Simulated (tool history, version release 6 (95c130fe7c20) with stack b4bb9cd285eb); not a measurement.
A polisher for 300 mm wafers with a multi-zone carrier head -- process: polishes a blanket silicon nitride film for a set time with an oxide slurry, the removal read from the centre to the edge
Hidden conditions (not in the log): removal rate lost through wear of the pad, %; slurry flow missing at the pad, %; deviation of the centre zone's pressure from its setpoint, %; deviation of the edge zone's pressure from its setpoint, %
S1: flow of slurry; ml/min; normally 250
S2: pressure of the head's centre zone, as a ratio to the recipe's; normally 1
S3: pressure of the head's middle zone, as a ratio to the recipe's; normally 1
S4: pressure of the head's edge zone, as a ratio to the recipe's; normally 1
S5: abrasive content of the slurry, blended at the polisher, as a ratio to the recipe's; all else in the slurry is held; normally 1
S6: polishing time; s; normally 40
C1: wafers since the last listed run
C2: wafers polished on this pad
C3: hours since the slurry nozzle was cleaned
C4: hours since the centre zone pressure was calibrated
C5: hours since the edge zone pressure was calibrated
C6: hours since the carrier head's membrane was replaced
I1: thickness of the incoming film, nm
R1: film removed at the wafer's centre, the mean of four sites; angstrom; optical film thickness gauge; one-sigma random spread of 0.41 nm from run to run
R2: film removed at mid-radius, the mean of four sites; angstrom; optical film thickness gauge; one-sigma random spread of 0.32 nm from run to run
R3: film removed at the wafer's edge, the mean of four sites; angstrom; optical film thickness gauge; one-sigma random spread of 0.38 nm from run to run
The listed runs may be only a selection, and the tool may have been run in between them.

run,day,S1,S2,S3,S4,S5,S6,C1,C2,C3,C4,C5,C6,I1,R1,R2,R3
1,0,250,0.93,1,1,1,45,0,892,587.6,1186.8,676.5,1479.7,404.6,377,410,415
# day 0.529: worn pad replaced by a new one
2,0.55,250,0.93,1,1,1,45,144,7,600.8,1200,689.7,1492.9,398,381,416,425
3,0.742,250,0.93,1,1,1,45,72,80,605.4,1204.6,694.3,1497.5,396.8,381,408,414
4,1.062,250,1,1,1,1.1,40,121,201,613.1,1212.3,702,1505.2,395.1,375,383,394
5,1.312,250,1,1,1,1.1,40,94,295,619.1,1218.3,708,1511.2,404.1,384,379,392
6,1.762,250,1,1,1,1.1,40,170,466,629.9,1229.1,718.8,1522,403.5,388,385,388
7,2.229,250,1.03,1,1,1,40,176,642,641.1,1240.3,730,1533.2,394.8,374,362,364
8,2.833,250,1.05,1,1,1,40,228,870,655.6,1254.8,744.5,1547.7,402.1,375,368,369
# day 3.225: worn pad replaced by a new one
# day 3.45: edge zone pressure recalibrated
9,3.471,250,1,1.1,1,1,40,146,61,670.9,1270.1,0.5,1563,393.5,367,391,373
10,3.796,250,1,1,1,1,40,122,183,678.7,1277.9,8.3,1570.8,403.5,376,362,364
11,4.071,250,1.04,1,1.11,1,40,103,287,685.3,1284.5,14.9,1577.4,403.5,384,362,387
# day 4.75: carrier head's membrane replaced by a new one
# day 4.817: centre zone pressure recalibrated
# day 5.112: slurry nozzle cleaned
12,5.275,250,1,1.06,1,0.75,40,336,624,3.9,11,43.8,12.6,401.8,303,323,310
13,5.996,250,1,1,1,1,53,272,896,21.2,28.3,61.1,29.9,395.1,482,482,488
# day 6.729: worn pad replaced by a new one
14,6.75,290,1.12,1.04,1,1.25,40,222,7,39.3,46.4,79.2,48,391.4,472,424,412
15,7.425,250,1,1.11,1,1,40,255,262,55.5,62.6,95.4,64.2,405.3,366,397,364
16,7.942,170,1,0.96,0.93,1,40,195,457,67.9,75,107.8,76.6,399.5,341,334,341

For run 17, what comes out?
17,8.446,250,1,1,1,1,40,190,648,80,87.1,119.9,88.7,393.7,?,?,?

R1: 371 angstrom
R2: 366 angstrom
R3: 374 angstrom
If the tool had no hidden condition, the same run with the same run-to-run variation would have returned R1 371 angstrom, R2 366 angstrom, R3 374 angstrom.
